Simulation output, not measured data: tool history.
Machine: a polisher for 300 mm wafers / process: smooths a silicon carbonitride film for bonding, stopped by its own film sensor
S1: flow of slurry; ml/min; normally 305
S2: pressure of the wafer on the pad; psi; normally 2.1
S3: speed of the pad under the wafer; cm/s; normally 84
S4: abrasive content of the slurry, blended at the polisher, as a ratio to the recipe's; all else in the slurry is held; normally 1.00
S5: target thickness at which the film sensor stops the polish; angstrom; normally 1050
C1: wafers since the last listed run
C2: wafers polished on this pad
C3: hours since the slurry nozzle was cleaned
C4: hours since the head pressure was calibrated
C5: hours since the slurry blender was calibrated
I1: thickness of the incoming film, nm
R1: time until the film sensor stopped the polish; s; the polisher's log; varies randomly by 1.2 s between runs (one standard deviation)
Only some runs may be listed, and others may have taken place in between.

{"run": 1, "hour": 0.0, "S1": 305, "S2": 2.1, "S3": 84, "S4": 1.0, "S5": 1030, "C1": 0, "C2": 533, "C3": 89.5, "C4": 784.4, "C5": 109.1, "I1": 122.1, "R1": 113.7}
{"run": 2, "hour": 13.8, "S1": 270, "S2": 2.1, "S3": 84, "S4": 1.0, "S5": 1050, "C1": 106, "C2": 640, "C3": 103.3, "C4": 798.2, "C5": 122.9, "I1": 119.9, "R1": 89.5}
{"run": 3, "hour": 37.9, "S1": 270, "S2": 2.1, "S3": 84, "S4": 1.0, "S5": 1050, "C1": 186, "C2": 826, "C3": 127.4, "C4": 822.3, "C5": 147.0, "I1": 119.4, "R1": 86.1}
{"run": 4, "hour": 54.8, "S1": 270, "S2": 2.1, "S3": 84, "S4": 1.0, "S5": 1050, "C1": 130, "C2": 957, "C3": 144.3, "C4": 839.2, "C5": 163.9, "I1": 118.7, "R1": 84.3}
{"hour": 67.3, "done": "slurry blender recalibrated"}
{"run": 5, "hour": 69.1, "S1": 275, "S2": 2.1, "S3": 84, "S4": 1.0, "S5": 1050, "C1": 95, "C2": 1052, "C3": 158.6, "C4": 853.5, "C5": 1.8, "I1": 118.6, "R1": 78.2}
{"hour": 86.9, "done": "worn pad replaced by a new one"}
{"run": 6, "hour": 97.8, "S1": 275, "S2": 2.1, "S3": 84, "S4": 1.0, "S5": 1050, "C1": 190, "C2": 84, "C3": 187.3, "C4": 882.2, "C5": 30.5, "I1": 122.8, "R1": 96.1}
{"run": 7, "hour": 113.7, "S1": 275, "S2": 2.1, "S3": 84, "S4": 1.0, "S5": 1050, "C1": 122, "C2": 207, "C3": 203.2, "C4": 898.1, "C5": 46.4, "I1": 119.5, "R1": 81.6}
{"run": 8, "hour": 147.3, "S1": 305, "S2": 2.1, "S3": 84, "S4": 1.0, "S5": 1050, "C1": 259, "C2": 467, "C3": 236.8, "C4": 931.7, "C5": 80.0, "I1": 119.2, "R1": 83.6}
{"hour": 152.9, "done": "head pressure recalibrated"}
{"run": 9, "hour": 182.0, "S1": 305, "S2": 2.1, "S3": 84, "S4": 1.0, "S5": 1050, "C1": 252, "C2": 719, "C3": 271.5, "C4": 29.1, "C5": 114.7, "I1": 121.6, "R1": 99.1}
{"run": 10, "hour": 197.2, "S1": 305, "S2": 2.1, "S3": 84, "S4": 1.0, "S5": 1050, "C1": 117, "C2": 837, "C3": 286.7, "C4": 44.3, "C5": 129.9, "I1": 121.9, "R1": 105.5}
{"run": 11, "hour": 217.8, "S1": 305, "S2": 2.6, "S3": 112, "S4": 1.25, "S5": 1050, "C1": 159, "C2": 996, "C3": 307.3, "C4": 64.9, "C5": 150.5, "I1": 117.8, "R1": 44.6}
{"hour": 235.0, "done": "worn pad replaced by a new one"}
{"run": 12, "hour": 235.5, "S1": 245, "S2": 2.1, "S3": 62, "S4": 1.0, "S5": 1050, "C1": 105, "C2": 3, "C3": 325.0, "C4": 82.6, "C5": 168.2, "I1": 120.1, "R1": 114.6}
{"run": 13, "hour": 246.0, "S1": 305, "S2": 2.1, "S3": 84, "S4": 1.0, "S5": 1050, "C1": 81, "C2": 84, "C3": 335.5, "C4": 93.1, "C5": 178.7, "I1": 118.7, "R1": 82.9}
{"hour": 260.4, "done": "slurry blender recalibrated"}
{"run": 14, "hour": 264.2, "S1": 305, "S2": 2.1, "S3": 84, "S4": 1.0, "S5": 1050, "C1": 125, "C2": 209, "C3": 353.7, "C4": 111.3, "C5": 3.8, "I1": 119.1, "R1": 77.3}
{"hour": 272.5, "done": "slurry nozzle cleaned"}
{"run": 15, "hour": 290.9, "S1": 305, "S2": 2.1, "S3": 84, "S4": 1.0, "S5": 1050, "C1": 198, "C2": 408, "C3": 18.4, "C4": 138.0, "C5": 30.5, "I1": 119.9, "R1": 84.4}
{"run": 16, "hour": 318.4, "S1": 370, "S2": 2.4, "S3": 84, "S4": 1.0, "S5": 1050, "C1": 212, "C2": 621, "C3": 45.9, "C4": 165.5, "C5": 58.0, "I1": 120.7, "R1": 81.1}
{"run": 17, "hour": 344.2, "S1": 240, "S2": 2.1, "S3": 84, "S4": 1.3, "S5": 1050, "C1": 199, "C2": 820, "C3": 71.7, "C4": 191.3, "C5": 83.8, "I1": 121.3, "R1": 88.5}
{"run": 18, "hour": 364.1, "S1": 305, "S2": 2.1, "S3": 104, "S4": 0.75, "S5": 1050, "C1": 153, "C2": 974, "C3": 91.6, "C4": 211.2, "C5": 103.7, "I1": 119.8, "R1": 91.6}
{"run": 19, "hour": 391.2, "S1": 240, "S2": 2.1, "S3": 84, "S4": 0.85, "S5": 1050, "C1": 209, "C2": 1183, "C3": 118.7, "C4": 238.3, "C5": 130.8, "I1": 120.5, "R1": 108.5}
{"run": 20, "hour": 420.9, "S1": 305, "S2": 2.1, "S3": 84, "S4": 1.0, "S5": 1050, "C1": 229, "C2": 1413, "C3": 148.4, "C4": 268.0, "C5": 160.5, "I1": 119.2, "R1": 90.1}
{"hour": 427.6, "done": "worn pad replaced by a new one"}
{"run": 21, "hour": 446.8, "S1": 305, "S2": 2.1, "S3": 84, "S4": 1.0, "S5": 1050, "C1": 169, "C2": 148, "C3": 174.3, "C4": 293.9, "C5": 186.4, "I1": 121.5, "R1": 101.9}
{"hour": 450.9, "done": "slurry blender recalibrated"}
{"run": 22, "hour": 471.7, "S1": 305, "S2": 2.1, "S3": 84, "S4": 1.0, "S5": 1050, "C1": 177, "C2": 325, "C3": 199.2, "C4": 318.8, "C5": 20.8, "I1": 118.0, "R1": 70.6}
{"run": 23, "hour": 488.0, "S1": 305, "S2": 2.1, "S3": 84, "S4": 1.0, "S5": 1080, "C1": 125, "C2": 451, "C3": 215.5, "C4": 335.1, "C5": 37.1, "I1": 120.9, "R1": 72.8}
{"run": 24, "hour": 510.5, "S1": 305, "S2": 2.1, "S3": 84, "S4": 1.0, "S5": 1050, "C1": 173, "C2": 625, "C3": 238.0, "C4": 357.6, "C5": 59.6, "I1": 121.0, "R1": 89.9}
{"run": 25, "hour": 530.8, "S1": 305, "S2": 2.1, "S3": 84, "S4": 1.0, "S5": 1050, "C1": 156, "C2": 782, "C3": 258.3, "C4": 377.9, "C5": 79.9, "I1": 120.7, "R1": 91.3}
{"run": 26, "hour": 565.5, "S1": 305, "S2": 2.1, "S3": 84, "S4": 1.1, "S5": 1050, "C1": 268, "C2": 1050, "C3": 293.0, "C4": 412.6, "C5": 114.6, "I1": 120.2, "R1": 86.6}
{"hour": 580.1, "done": "worn pad replaced by a new one"}
{"run": 27, "hour": 603.1, "S1": 305, "S2": 2.1, "S3": 66, "S4": 1.3, "S5": 1000, "C1": 259, "C2": 177, "C3": 330.6, "C4": 450.2, "C5": 152.2, "I1": 118.6, "R1": 116.4}
{"run": 28, "hour": 633.2, "S1": 240, "S2": 2.1, "S3": 84, "S4": 1.0, "S5": 1080, "C1": 232, "C2": 410, "C3": 360.7, "C4": 480.3, "C5": 182.3, "I1": 118.6, "R1": 66.1}
{"hour": 638.9, "done": "slurry blender recalibrated"}
{"run": 29, "hour": 661.7, "S1": 305, "S2": 1.9, "S3": 84, "S4": 1.0, "S5": 1050, "C1": 204, "C2": 614, "C3": 389.2, "C4": 508.8, "C5": 22.8, "I1": 120.0, "R1": 95.1}

Give the tool's hidden conditions for every run:
slurry flow missing at the pad, %: 0 in every run
deviation of the head's pressure from its setpoint, %: 0 in every run
H1: removal rate lost through wear of the pad, %
H2: abrasive missing from the slurry, %
run=1 H1=6.15 H2=14.1
run=2 H1=6.66 H2=15.7
run=3 H1=7.31 H2=18.4
run=4 H1=7.63 H2=20.3
run=5 H1=7.83 H2=3.41
run=6 H1=1.48 H2=6.65
run=7 H1=3.11 H2=8.44
run=8 H1=5.37 H2=12.2
run=9 H1=6.64 H2=16.2
run=10 H1=7 H2=17.9
run=11 H1=7.35 H2=20.2
run=12 H1=0.474 H2=22.2
run=13 H1=1.83 H2=23.4
run=14 H1=3.66 H2=4.22
run=15 H1=5.48 H2=7.24
run=16 H1=6.64 H2=10.3
run=17 H1=7.32 H2=13.3
run=18 H1=7.67 H2=15.5
run=19 H1=7.98 H2=18.6
run=20 H1=8.19 H2=21.9
run=21 H1=2.42 H2=24.8
run=22 H1=4.47 H2=2.39
run=23 H1=5.4 H2=4.23
run=24 H1=6.31 H2=6.77
run=25 H1=6.88 H2=9.06
run=26 H1=7.48 H2=13
run=27 H1=3.27 H2=17.2
run=28 H1=5.49 H2=20.6
run=29 H1=6.75 H2=3.31

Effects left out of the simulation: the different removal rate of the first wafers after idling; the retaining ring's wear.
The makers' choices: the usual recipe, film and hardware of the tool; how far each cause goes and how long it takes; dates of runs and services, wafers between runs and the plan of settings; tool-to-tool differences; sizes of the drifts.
